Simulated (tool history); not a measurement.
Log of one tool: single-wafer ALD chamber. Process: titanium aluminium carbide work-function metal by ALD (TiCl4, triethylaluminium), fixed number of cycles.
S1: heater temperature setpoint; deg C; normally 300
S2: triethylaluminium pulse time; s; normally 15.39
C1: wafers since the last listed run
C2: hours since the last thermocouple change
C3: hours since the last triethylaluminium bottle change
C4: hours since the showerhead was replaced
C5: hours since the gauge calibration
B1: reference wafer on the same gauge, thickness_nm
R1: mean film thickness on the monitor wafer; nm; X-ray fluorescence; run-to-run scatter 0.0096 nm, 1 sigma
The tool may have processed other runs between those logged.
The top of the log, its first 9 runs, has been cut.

run,day,S1,S2,C1,C2,C3,C4,C5,B1,R1
10,8.679,300,15.39,318,2336.3,1014.5,7819.6,89.5,2.301,1.986
11,9.975,300,17.99,385,2367.4,1045.6,7850.7,120.6,2.301,2.034
12,11.158,300,15.39,352,2395.8,1074,7879.1,149,2.299,1.992
# day 13.121: thermocouple changed; heater temperature recalibrated
13,14.788,300,15.39,981,40,1161.1,7966.2,236.1,2.296,1.957
14,15.821,300,15.39,307,64.8,1185.9,7991,260.9,2.302,1.961
15,17.162,300,15.39,399,97,1218.1,8023.2,293.1,2.3,1.967
16,18.517,300,15.39,403,129.5,1250.6,8055.7,325.6,2.302,1.972
# day 19.721: triethylaluminium bottle replaced
17,19.942,292,17.51,325,163.7,5.3,8089.9,359.8,2.301,2.032
18,20.679,308,18.95,219,181.4,23,8107.6,377.5,2.295,2.205
19,21.238,300,15.39,166,194.8,36.4,8121,390.9,2.3,2.085
# day 22.4: showerhead replaced
20,22.421,300,15.39,253,223.2,64.8,0.5,419.3,2.301,2.11
21,23.067,300,15.39,192,238.7,80.3,16,434.8,2.299,2.105
22,23.8,300,15.39,218,256.3,97.9,33.6,452.4,2.301,2.102
# day 24.538: gauge calibrated
23,25.317,306,9.64,451,292.7,134.3,70,18.7,2.298,1.88
24,26.358,289,15.39,310,317.7,159.3,95,43.7,2.3,1.963
25,27.846,286,12.93,443,353.4,195,130.7,79.4,2.302,1.867
26,28.496,300,15.39,193,369,210.6,146.3,95,2.301,2.081
27,29.804,300,15.39,389,400.4,242,177.7,126.4,2.304,2.085
28,31.138,300,11.28,397,432.4,274,209.7,158.4,2.301,1.904
29,32.554,292,12.97,421,466.4,308,243.7,192.4,2.299,1.912
30,33.908,300,15.39,403,498.9,340.5,276.2,224.9,2.299,2.072
31,34.492,289,12.26,173,512.9,354.5,290.2,238.9,2.301,1.82

Predict the results of run 32:
32,35.117,308,19.95,186,527.9,369.5,305.2,253.9,?,?

Run 32 yielded B1 2.302, R1 2.183 nm.
Were there no unlogged condition in the tool, this run, its random variation unchanged, would have produced R1 2.201 nm.

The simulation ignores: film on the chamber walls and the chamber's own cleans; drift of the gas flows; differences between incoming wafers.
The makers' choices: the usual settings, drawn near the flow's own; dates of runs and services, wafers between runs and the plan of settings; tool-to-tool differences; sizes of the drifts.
